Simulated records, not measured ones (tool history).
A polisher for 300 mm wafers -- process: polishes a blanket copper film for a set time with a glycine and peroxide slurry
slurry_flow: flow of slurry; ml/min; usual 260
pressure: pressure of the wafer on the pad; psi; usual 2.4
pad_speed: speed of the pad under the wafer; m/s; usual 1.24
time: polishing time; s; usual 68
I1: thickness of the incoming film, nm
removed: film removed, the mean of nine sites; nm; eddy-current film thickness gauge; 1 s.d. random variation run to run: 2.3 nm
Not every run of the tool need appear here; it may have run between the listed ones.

Run 1, hour 0: usual settings but pad_speed 0.96 m/s; I1 2075.4. Result: removed 309.4 nm.
Run 2, hour 47.9: usual settings but pad_speed 0.96 m/s; I1 2127.8. Result: removed 309.4 nm.
Run 3, hour 108.1: usual settings but pad_speed 0.96 m/s; I1 2101.1. Result: removed 306.6 nm.
Run 4, hour 149.3: usual settings but pad_speed 1 m/s; I1 2111.4. Result: removed 307.9 nm.
At hour 197.4: slurry nozzle cleaned.
Run 5, hour 197.8: usual settings but slurry_flow 290 ml/min, time 53 s; I1 2105.5. Result: removed 274.1 nm.
Run 6, hour 265.3: usual settings but slurry_flow 290 ml/min, time 53 s; I1 2121.9. Result: removed 264.8 nm.
At hour 283.9: worn pad replaced by a new one.
Run 7, hour 332.6: usual settings but slurry_flow 290 ml/min, time 53 s; I1 2102.6. Result: removed 288.5 nm.
Run 8, hour 369.1: usual settings; I1 2082.2. Result: removed 366.9 nm.
Run 9, hour 404.9: usual settings but pressure 3 psi; I1 2112.1. Result: removed 406.5 nm.
Run 10, hour 451.5: usual settings but time 55 s; I1 2078.8. Result: removed 293.4 nm.
At hour 496.6: slurry nozzle cleaned.
Run 11, hour 518.4: usual settings but slurry_flow 320 ml/min; I1 2091.9. Result: removed 361.1 nm.
At hour 599.4: head pressure recalibrated.
At hour 615.7: worn pad replaced by a new one.
Run 12, hour 708.9: usual settings but slurry_flow 320 ml/min, pressure 2.1 psi; I1 2108.4. Result: removed 346.5 nm.
Run 13, hour 740: usual settings but slurry_flow 320 ml/min, pressure 2.1 psi; I1 2123.4. Result: removed 344.5 nm.
Run 14, hour 793.7: usual settings; I1 2086.8. Result: removed 359.5 nm.
Run 15, hour 819.6: usual settings but slurry_flow 285 ml/min; I1 2104.9. Result: removed 362.1 nm.
At hour 822.6: slurry nozzle cleaned.
Run 16, hour 868.5: usual settings but time 81 s; I1 2098.4. Result: removed 420.8 nm.
At hour 886.5: worn pad replaced by a new one.
Run 17, hour 925.1: usual settings but slurry_flow 300 ml/min, pressure 3 psi, pad_speed 0.82 m/s, time 79 s; I1 2132.2. Result: removed 383.1 nm.
Run 18, hour 1057.3: usual settings; I1 2113.4. Result: removed 358.7 nm.
Run 19, hour 1088: usual settings; I1 2077.7. Result: removed 353.2 nm.
At hour 1118: slurry nozzle cleaned.
Run 20, hour 1140.8: usual settings but pressure 2 psi, pad_speed 0.96 m/s, time 49 s; I1 2106.8. Result: removed 199.4 nm.
Run 21, hour 1204.1: usual settings; I1 2132.7. Result: removed 344.9 nm.
At hour 1218.8: worn pad replaced by a new one.
Run 22, hour 1237: usual settings but pressure 2.1 psi, pad_speed 1.06 m/s, time 60 s; I1 2106.3. Result: removed 273 nm.
Run 23, hour 1262.6: usual settings but pressure 2.1 psi, pad_speed 1.58 m/s; I1 2101.7. Result: removed 400.8 nm.
At hour 1342.5: head pressure recalibrated.
Run 24, hour 1360.7: usual settings but pressure 3 psi, pad_speed 1.02 m/s, time 85 s; I1 2090.2. Result: removed 455.2 nm.
Run 25, hour 1411.6: usual settings but slurry_flow 300 ml/min, pressure 2.8 psi, pad_speed 1.54 m/s; I1 2106.1. Result: removed 457.7 nm.
Run 26, hour 1448.3: usual settings; I1 2084.9. Result: removed 355.9 nm.
At hour 1463.7: slurry nozzle cleaned.
Run 27, hour 1488: usual settings but slurry_flow 200 ml/min; I1 2086.6. Result: removed 340.3 nm.
At hour 1517.7: worn pad replaced by a new one.
Run 28, hour 1530: usual settings; I1 2064.4. Result: removed 370.5 nm.

Each row is a separate what-if for the run after 28, all from the same tool condition, not one after another. Results?
Run A, hour 1530.5: usual settings; I1 2094. Result: removed ?.
Run B, hour 1530.5: usual settings but slurry_flow 325 ml/min, pad_speed 1 m/s, time 53 s; I1 2094. Result: removed ?.
Run C, hour 1530.5: usual settings but slurry_flow 350 ml/min, time 92 s; I1 2094. Result: removed ?.

run  removed
  A    364.2
  B    254.7
  C    506.9
Take away the tool's hidden state, keep each run's random variation, and the runs would have read:
run  removed
  A    364.8
  B    255.1
  C    507.8
